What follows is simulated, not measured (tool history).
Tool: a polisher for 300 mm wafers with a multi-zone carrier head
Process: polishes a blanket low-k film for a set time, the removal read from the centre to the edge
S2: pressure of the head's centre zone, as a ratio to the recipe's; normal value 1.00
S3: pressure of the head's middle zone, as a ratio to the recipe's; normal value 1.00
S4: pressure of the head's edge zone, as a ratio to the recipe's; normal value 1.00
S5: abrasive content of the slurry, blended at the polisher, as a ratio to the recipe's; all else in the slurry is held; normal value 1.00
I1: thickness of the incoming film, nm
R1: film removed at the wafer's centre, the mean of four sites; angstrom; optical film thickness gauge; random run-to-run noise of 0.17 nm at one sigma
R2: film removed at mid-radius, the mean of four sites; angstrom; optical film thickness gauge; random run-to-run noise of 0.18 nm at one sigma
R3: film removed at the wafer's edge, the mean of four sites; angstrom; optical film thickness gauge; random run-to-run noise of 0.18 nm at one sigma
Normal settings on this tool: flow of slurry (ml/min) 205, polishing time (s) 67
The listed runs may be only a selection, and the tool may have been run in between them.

Run 1, hour 0.0: usual settings but S4 0.91; I1 661.3. Result: R1 142 angstrom, R2 136 angstrom, R3 133 angstrom.
At hour 11.5: worn pad replaced by a new one.
Run 2, hour 12.0: usual settings; I1 660.0. Result: R1 140 angstrom, R2 136 angstrom, R3 141 angstrom.
Run 3, hour 21.6: usual settings; I1 663.1. Result: R1 140 angstrom, R2 137 angstrom, R3 138 angstrom.
Run 4, hour 29.6: usual settings; I1 651.2. Result: R1 141 angstrom, R2 135 angstrom, R3 140 angstrom.
At hour 35.8: carrier head's membrane replaced by a new one.
Run 5, hour 36.5: usual settings; I1 647.3. Result: R1 140 angstrom, R2 133 angstrom, R3 139 angstrom.
Run 6, hour 45.8: usual settings but flow of slurry (ml/min) 165; I1 665.1. Result: R1 128 angstrom, R2 131 angstrom, R3 138 angstrom.
Run 7, hour 56.3: usual settings; I1 665.3. Result: R1 134 angstrom, R2 137 angstrom, R3 140 angstrom.
Run 8, hour 63.2: usual settings but polishing time (s) 83; I1 670.4. Result: R1 172 angstrom, R2 169 angstrom, R3 173 angstrom.
Run 9, hour 70.2: usual settings; I1 665.5. Result: R1 137 angstrom, R2 134 angstrom, R3 139 angstrom.
At hour 76.4: worn pad replaced by a new one.
Run 10, hour 80.1: usual settings but flow of slurry (ml/min) 140, S2 1.11; I1 656.4. Result: R1 134 angstrom, R2 120 angstrom, R3 128 angstrom.
Run 11, hour 93.0: usual settings but S3 1.07; I1 662.2. Result: R1 136 angstrom, R2 143 angstrom, R3 137 angstrom.
Run 12, hour 99.9: usual settings; I1 668.0. Result: R1 136 angstrom, R2 133 angstrom, R3 138 angstrom.
Run 13, hour 111.2: usual settings but S2 1.08, S5 1.25; I1 657.2. Result: R1 167 angstrom, R2 152 angstrom, R3 160 angstrom.
At hour 127.1: edge zone pressure recalibrated.
Run 14, hour 128.7: usual settings but S5 1.15; I1 663.6. Result: R1 146 angstrom, R2 145 angstrom, R3 149 angstrom.
Run 15, hour 142.9: usual settings but flow of slurry (ml/min) 150, S3 0.97, S4 0.96; I1 665.0. Result: R1 118 angstrom, R2 119 angstrom, R3 127 angstrom.
At hour 153.9: slurry nozzle cleaned.
Run 16, hour 154.4: usual settings; I1 659.4. Result: R1 148 angstrom, R2 142 angstrom, R3 147 angstrom.
At hour 158.4: worn pad replaced by a new one.
At hour 163.3: centre zone pressure recalibrated.
Run 17, hour 168.5: usual settings but flow of slurry (ml/min) 260, S2 0.92, S3 0.93, S4 0.97; I1 658.5. Result: R1 142 angstrom, R2 141 angstrom, R3 145 angstrom.
Run 18, hour 177.5: usual settings but flow of slurry (ml/min) 180, polishing time (s) 83; I1 661.1. Result: R1 178 angstrom, R2 179 angstrom, R3 179 angstrom.
Run 19, hour 200.5: usual settings but flow of slurry (ml/min) 150, S2 0.94, S4 1.11; I1 666.9. Result: R1 129 angstrom, R2 136 angstrom, R3 145 angstrom.
Run 20, hour 213.9: usual settings but S2 0.90, S3 0.88, S4 0.94, polishing time (s) 88; I1 654.1. Result: R1 174 angstrom, R2 170 angstrom, R3 184 angstrom.

What will run 21 give?
Run 21, hour 228.2: usual settings but S2 1.06, S4 0.94; I1 663.3. Result: R1 ?, R2 ?, R3 ?.

{"run 21": {"R1": 158, "R2": 144, "R3": 142}}
With no hidden state in the tool, this same run would have given R1 161 angstrom, R2 145 angstrom, R3 143 angstrom.
